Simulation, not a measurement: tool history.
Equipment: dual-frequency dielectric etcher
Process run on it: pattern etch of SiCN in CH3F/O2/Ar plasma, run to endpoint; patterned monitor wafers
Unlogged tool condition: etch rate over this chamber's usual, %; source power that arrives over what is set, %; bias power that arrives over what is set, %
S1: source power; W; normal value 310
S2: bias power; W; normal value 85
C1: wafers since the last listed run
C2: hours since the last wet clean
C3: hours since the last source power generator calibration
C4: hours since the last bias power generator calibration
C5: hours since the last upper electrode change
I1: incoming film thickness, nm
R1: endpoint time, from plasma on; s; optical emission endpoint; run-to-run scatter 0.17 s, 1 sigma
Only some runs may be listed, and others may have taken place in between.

Run 1, hour 0: usual settings but S1 370 W; C1 0; C2 13.8; C3 799; C4 1792.7; C5 1760.9; I1 8.87. Result: R1 23.6 s.
Run 2, hour 34.6: usual settings but S1 370 W; C1 361; C2 48.4; C3 833.6; C4 1827.3; C5 1795.5; I1 8.89. Result: R1 23.5 s.
Run 3, hour 102.9: usual settings but S1 260 W, S2 101 W; C1 713; C2 116.7; C3 901.9; C4 1895.6; C5 1863.8; I1 8.93. Result: R1 24.1 s.
Run 4, hour 157.4: usual settings but S1 260 W, S2 101 W; C1 569; C2 171.2; C3 956.4; C4 1950.1; C5 1918.3; I1 9.01. Result: R1 24.5 s.
Run 5, hour 221.2: usual settings but S1 260 W, S2 101 W; C1 666; C2 235; C3 1020.2; C4 2013.9; C5 1982.1; I1 8.94. Result: R1 24 s.
Run 6, hour 256.9: usual settings; C1 372; C2 270.7; C3 1055.9; C4 2049.6; C5 2017.8; I1 8.92. Result: R1 24.5 s.
Run 7, hour 300.6: usual settings but S1 290 W; C1 456; C2 314.4; C3 1099.6; C4 2093.3; C5 2061.5; I1 8.89. Result: R1 25 s.
At hour 357.3: wet clean of the chamber.
Run 8, hour 357.8: usual settings but S1 290 W; C1 346; C2 0.5; C3 1156.8; C4 2150.5; C5 2118.7; I1 8.83. Result: R1 25.4 s.
Run 9, hour 408.2: usual settings but S1 290 W; C1 526; C2 50.9; C3 1207.2; C4 2200.9; C5 2169.1; I1 8.98. Result: R1 26 s.
Run 10, hour 433.5: usual settings but S1 360 W, S2 99 W; C1 264; C2 76.2; C3 1232.5; C4 2226.2; C5 2194.4; I1 8.89. Result: R1 22.3 s.
At hour 473.6: upper electrode replaced.
Run 11, hour 474.1: usual settings but S2 78 W; C1 173; C2 116.8; C3 1273.1; C4 2266.8; C5 0.5; I1 8.89. Result: R1 26 s.
Run 12, hour 484.7: usual settings but S2 78 W; C1 110; C2 127.4; C3 1283.7; C4 2277.4; C5 11.1; I1 8.92. Result: R1 26 s.
Run 13, hour 521.5: usual settings but S2 76 W; C1 384; C2 164.2; C3 1320.5; C4 2314.2; C5 47.9; I1 8.87. Result: R1 25.7 s.
Run 14, hour 558.5: usual settings but S1 330 W; C1 386; C2 201.2; C3 1357.5; C4 2351.2; C5 84.9; I1 8.92. Result: R1 24.4 s.
Run 15, hour 590.1: usual settings but S1 330 W; C1 330; C2 232.8; C3 1389.1; C4 2382.8; C5 116.5; I1 8.89. Result: R1 24 s.
Run 16, hour 658.4: usual settings but S1 280 W, S2 103 W; C1 713; C2 301.1; C3 1457.4; C4 2451.1; C5 184.8; I1 9.06. Result: R1 23.4 s.
At hour 690.5: source power generator calibrated.
Run 17, hour 691: usual settings but S1 390 W; C1 298; C2 333.7; C3 0.5; C4 2483.7; C5 217.4; I1 8.94. Result: R1 22.9 s.
Run 18, hour 715.8: usual settings but S1 270 W, S2 79 W; C1 259; C2 358.5; C3 25.3; C4 2508.5; C5 242.2; I1 8.89. Result: R1 25.8 s.

Forecast run 19:
At hour 740.1: wet clean of the chamber.
Run 19, hour 758.2: usual settings but S1 360 W, S2 80 W; C1 192; C2 18.1; C3 67.7; C4 2550.9; C5 284.6; I1 8.96. Result: R1 ?.

Run 19 produced R1 25.1 s.
Minus the tool's unlogged condition, the same run would have read R1 24.9 s.
